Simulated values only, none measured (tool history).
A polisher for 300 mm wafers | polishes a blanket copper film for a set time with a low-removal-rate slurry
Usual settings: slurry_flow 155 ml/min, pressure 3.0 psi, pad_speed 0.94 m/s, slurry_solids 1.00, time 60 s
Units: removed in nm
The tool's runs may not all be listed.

| run | hour | slurry_flow | pressure | pad_speed | slurry_solids | time | incoming thickness of the incoming film, nm | removed |
|---|---|---|---|---|---|---|---|---|
| 1 | 0.0 | 155 | 3.7 | 0.94 | 1.10 | 60 | 953.0 | 198.2 |
| 2 | 33.6 | 155 | 3.0 | 0.94 | 1.00 | 60 | 946.9 | 154.0 |
| 3 | 80.8 | 155 | 3.0 | 0.94 | 1.00 | 60 | 958.1 | 156.1 |
| 4 | 114.5 | 155 | 3.0 | 0.94 | 1.00 | 60 | 952.4 | 160.1 |
| 5 | 174.0 | 155 | 3.0 | 0.80 | 1.00 | 60 | 953.0 | 133.6 |
|  | 183.0 | head pressure recalibrated |
| 6 | 199.8 | 155 | 3.0 | 0.80 | 1.00 | 60 | 954.8 | 131.5 |
|  | 213.0 | slurry blender recalibrated |
| 7 | 237.8 | 170 | 2.7 | 0.94 | 1.00 | 60 | 951.1 | 146.1 |
| 8 | 305.4 | 155 | 3.0 | 0.94 | 0.80 | 60 | 938.6 | 156.0 |
| 9 | 345.3 | 155 | 3.0 | 0.94 | 1.00 | 60 | 943.1 | 163.4 |
| 10 | 371.3 | 155 | 3.0 | 0.94 | 1.25 | 73 | 948.0 | 204.9 |
|  | 385.9 | slurry nozzle cleaned |
|  | 434.6 | worn pad replaced by a new one |
| 11 | 572.4 | 155 | 3.0 | 0.86 | 1.10 | 45 | 963.0 | 111.0 |
| 12 | 604.4 | 155 | 2.7 | 0.74 | 1.00 | 60 | 951.8 | 117.3 |
| 13 | 685.3 | 210 | 2.3 | 0.80 | 1.00 | 42 | 942.2 | 74.2 |
| 14 | 755.7 | 155 | 3.0 | 0.94 | 0.80 | 40 | 966.7 | 100.4 |
| 15 | 782.3 | 155 | 3.0 | 0.94 | 1.00 | 60 | 953.3 | 154.3 |
|  | 793.6 | slurry blender recalibrated |
| 16 | 824.1 | 120 | 3.0 | 0.94 | 1.00 | 60 | 938.2 | 159.0 |
| 17 | 875.6 | 105 | 3.0 | 0.94 | 1.00 | 76 | 943.3 | 195.5 |
|  | 918.0 | slurry nozzle cleaned |
| 18 | 918.5 | 125 | 2.7 | 0.68 | 1.00 | 60 | 960.2 | 101.6 |
|  | 925.0 | worn pad replaced by a new one |
|  | 970.9 | head pressure recalibrated |
| 19 | 988.7 | 155 | 3.8 | 0.66 | 1.00 | 73 | 953.1 | 179.2 |
| 20 | 1052.4 | 155 | 3.0 | 0.94 | 1.00 | 60 | 943.0 | 162.8 |
| 21 | 1086.8 | 180 | 2.3 | 1.08 | 1.00 | 60 | 949.5 | 148.9 |
| 22 | 1154.5 | 155 | 2.4 | 0.94 | 0.90 | 60 | 951.9 | 128.0 |
| 23 | 1202.9 | 155 | 3.0 | 0.94 | 1.00 | 60 | 943.1 | 158.7 |
| 24 | 1228.7 | 155 | 3.0 | 0.94 | 1.00 | 60 | 955.5 | 158.8 |
| 25 | 1284.7 | 155 | 3.0 | 0.78 | 1.00 | 60 | 951.0 | 130.0 |
|  | 1287.9 | slurry blender recalibrated |
| 26 | 1356.1 | 155 | 3.7 | 0.94 | 1.10 | 60 | 935.6 | 207.3 |
| 27 | 1399.4 | 155 | 2.4 | 0.94 | 1.00 | 60 | 950.9 | 131.1 |
|  | 1422.9 | worn pad replaced by a new one |
| 28 | 1440.1 | 155 | 2.4 | 1.04 | 1.25 | 60 | 958.7 | 150.0 |
| 29 | 1487.9 | 180 | 3.0 | 0.94 | 1.00 | 68 | 940.0 | 190.5 |
|  | 1519.8 | slurry nozzle cleaned |
| 30 | 1549.0 | 155 | 3.8 | 0.94 | 1.25 | 77 | 953.9 | 269.7 |
| 31 | 1582.6 | 180 | 2.7 | 0.94 | 1.00 | 50 | 952.6 | 125.2 |

3 ways to go on from here, each from the tool as it stands after run 31. What would each give?
| A | 1583.0 | 155 | 3.0 | 0.94 | 1.00 | 68 | 957.8 | ? |
| B | 1583.0 | 170 | 3.0 | 0.94 | 1.00 | 60 | 957.8 | ? |
| C | 1583.0 | 155 | 3.0 | 0.94 | 1.00 | 54 | 957.8 | ? |

| run | removed |
|---|---|
| A | 183.0 |
| B | 163.3 |
| C | 145.3 |
Without the tool's hidden state the same runs would have given:
| run | removed |
|---|---|
| A | 186.0 |
| B | 166.0 |
| C | 147.7 |
